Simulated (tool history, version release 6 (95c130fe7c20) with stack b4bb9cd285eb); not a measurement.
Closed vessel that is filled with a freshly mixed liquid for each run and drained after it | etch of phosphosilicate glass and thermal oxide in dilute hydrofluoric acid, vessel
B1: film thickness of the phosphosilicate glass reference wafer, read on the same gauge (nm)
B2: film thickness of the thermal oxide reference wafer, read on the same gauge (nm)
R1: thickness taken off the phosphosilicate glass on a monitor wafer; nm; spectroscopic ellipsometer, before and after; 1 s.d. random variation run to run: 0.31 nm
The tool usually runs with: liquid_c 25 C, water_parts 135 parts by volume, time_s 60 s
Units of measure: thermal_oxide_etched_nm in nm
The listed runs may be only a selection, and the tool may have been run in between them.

{"run": 1, "hour": 0.0, "liquid_c": 25, "water_parts": 135, "time_s": 40, "B1": 110.03, "B2": 59.995, "R1": 44.73, "thermal_oxide_etched_nm": 1.584}
{"run": 2, "hour": 41.0, "liquid_c": 25, "water_parts": 135, "time_s": 60, "B1": 110, "B2": 59.992, "R1": 67.55, "thermal_oxide_etched_nm": 2.394}
{"run": 3, "hour": 47.6, "liquid_c": 25, "water_parts": 135, "time_s": 60, "B1": 110, "B2": 60, "R1": 68.11, "thermal_oxide_etched_nm": 2.419}
{"run": 4, "hour": 62.9, "liquid_c": 25, "water_parts": 135, "time_s": 60, "B1": 109.99, "B2": 59.97, "R1": 67.34, "thermal_oxide_etched_nm": 2.436}
{"run": 5, "hour": 74.7, "liquid_c": 25, "water_parts": 135, "time_s": 60, "B1": 110, "B2": 60.017, "R1": 67.2, "thermal_oxide_etched_nm": 2.406}
{"run": 6, "hour": 80.9, "liquid_c": 25, "water_parts": 135, "time_s": 60, "B1": 109.98, "B2": 60.009, "R1": 67.92, "thermal_oxide_etched_nm": 2.436}
{"run": 7, "hour": 88.7, "liquid_c": 25, "water_parts": 105, "time_s": 60, "B1": 109.97, "B2": 59.963, "R1": 90.35, "thermal_oxide_etched_nm": 3.243}
{"run": 8, "hour": 101.3, "liquid_c": 25, "water_parts": 135, "time_s": 70, "B1": 110, "B2": 59.997, "R1": 79.92, "thermal_oxide_etched_nm": 2.732}
{"run": 9, "hour": 116.4, "liquid_c": 28.5, "water_parts": 95, "time_s": 30, "B1": 110.04, "B2": 60.024, "R1": 57.51, "thermal_oxide_etched_nm": 2.063}
{"run": 10, "hour": 128.3, "liquid_c": 30, "water_parts": 75, "time_s": 30, "B1": 110.02, "B2": 60.007, "R1": 79.96, "thermal_oxide_etched_nm": 2.816}
{"run": 11, "hour": 163.8, "liquid_c": 22.5, "water_parts": 80, "time_s": 70, "B1": 109.98, "B2": 60.005, "R1": 129.48, "thermal_oxide_etched_nm": 4.636}
{"run": 12, "hour": 172.0, "liquid_c": 25, "water_parts": 135, "time_s": 60, "B1": 110.02, "B2": 60.015, "R1": 68.14, "thermal_oxide_etched_nm": 2.356}
{"run": 13, "hour": 188.3, "liquid_c": 25, "water_parts": 105, "time_s": 50, "B1": 110.04, "B2": 60.014, "R1": 75.57, "thermal_oxide_etched_nm": 2.658}
{"hour": 203.9, "done": "hydrofluoric acid flow meter replaced"}
{"run": 14, "hour": 205.8, "liquid_c": 20, "water_parts": 175, "time_s": 75, "B1": 110, "B2": 60.004, "R1": 51.99, "thermal_oxide_etched_nm": 1.885}
{"run": 15, "hour": 213.9, "liquid_c": 22.5, "water_parts": 80, "time_s": 70, "B1": 110.03, "B2": 59.958, "R1": 130.14, "thermal_oxide_etched_nm": 4.637}
{"run": 16, "hour": 227.9, "liquid_c": 20.5, "water_parts": 135, "time_s": 60, "B1": 110, "B2": 60.02, "R1": 57.36, "thermal_oxide_etched_nm": 2.021}
{"run": 17, "hour": 234.6, "liquid_c": 29.5, "water_parts": 185, "time_s": 90, "B1": 110.01, "B2": 59.989, "R1": 82.74, "thermal_oxide_etched_nm": 2.875}
{"run": 18, "hour": 246.7, "liquid_c": 28, "water_parts": 135, "time_s": 90, "B1": 110.05, "B2": 59.994, "R1": 114.37, "thermal_oxide_etched_nm": 4.096}
{"run": 19, "hour": 260.0, "liquid_c": 25, "water_parts": 135, "time_s": 60, "B1": 110.02, "B2": 60.032, "R1": 68.31, "thermal_oxide_etched_nm": 2.454}
{"hour": 270.1, "done": "gauge calibrated"}
{"run": 20, "hour": 275.8, "liquid_c": 22, "water_parts": 135, "time_s": 60, "B1": 110, "B2": 60.03, "R1": 60.63, "thermal_oxide_etched_nm": 2.194}
{"run": 21, "hour": 282.9, "liquid_c": 25, "water_parts": 135, "time_s": 90, "B1": 109.95, "B2": 60.031, "R1": 101.98, "thermal_oxide_etched_nm": 3.699}
{"run": 22, "hour": 289.6, "liquid_c": 25, "water_parts": 135, "time_s": 60, "B1": 109.96, "B2": 59.985, "R1": 68.37, "thermal_oxide_etched_nm": 2.494}
{"run": 23, "hour": 295.7, "liquid_c": 22, "water_parts": 115, "time_s": 90, "B1": 110.05, "B2": 59.989, "R1": 110.19, "thermal_oxide_etched_nm": 3.828}
{"run": 24, "hour": 309.3, "liquid_c": 25, "water_parts": 85, "time_s": 30, "B1": 109.96, "B2": 60.005, "R1": 57.83, "thermal_oxide_etched_nm": 2.067}
{"run": 25, "hour": 316.6, "liquid_c": 21, "water_parts": 195, "time_s": 30, "B1": 110.02, "B2": 60.016, "R1": 19.05, "thermal_oxide_etched_nm": 0.698}

How would selected steps in R1 from run to run divide? Give the signed amount a tool lacking its hidden state would still show from settings, what came in and random variation, and the signed amount left for the hidden state, including any gauge scatter that is not in both of the compared results.
The hidden state here: liquid hotter than its thermometer reads (K); hydrofluoric acid flow above the setpoint (%); gauge reads high (%).
Run 14 -> 15: liquid_c 20 -> 22.5, water_parts 175 -> 80, time_s 75 -> 70. R1 +78.15 nm: hidden state +1.34, all else +76.81.
Run 15 -> 16: liquid_c 22.5 -> 20.5, water_parts 80 -> 135, time_s 70 -> 60. R1 -72.78 nm: hidden state -1.17, all else -71.61.

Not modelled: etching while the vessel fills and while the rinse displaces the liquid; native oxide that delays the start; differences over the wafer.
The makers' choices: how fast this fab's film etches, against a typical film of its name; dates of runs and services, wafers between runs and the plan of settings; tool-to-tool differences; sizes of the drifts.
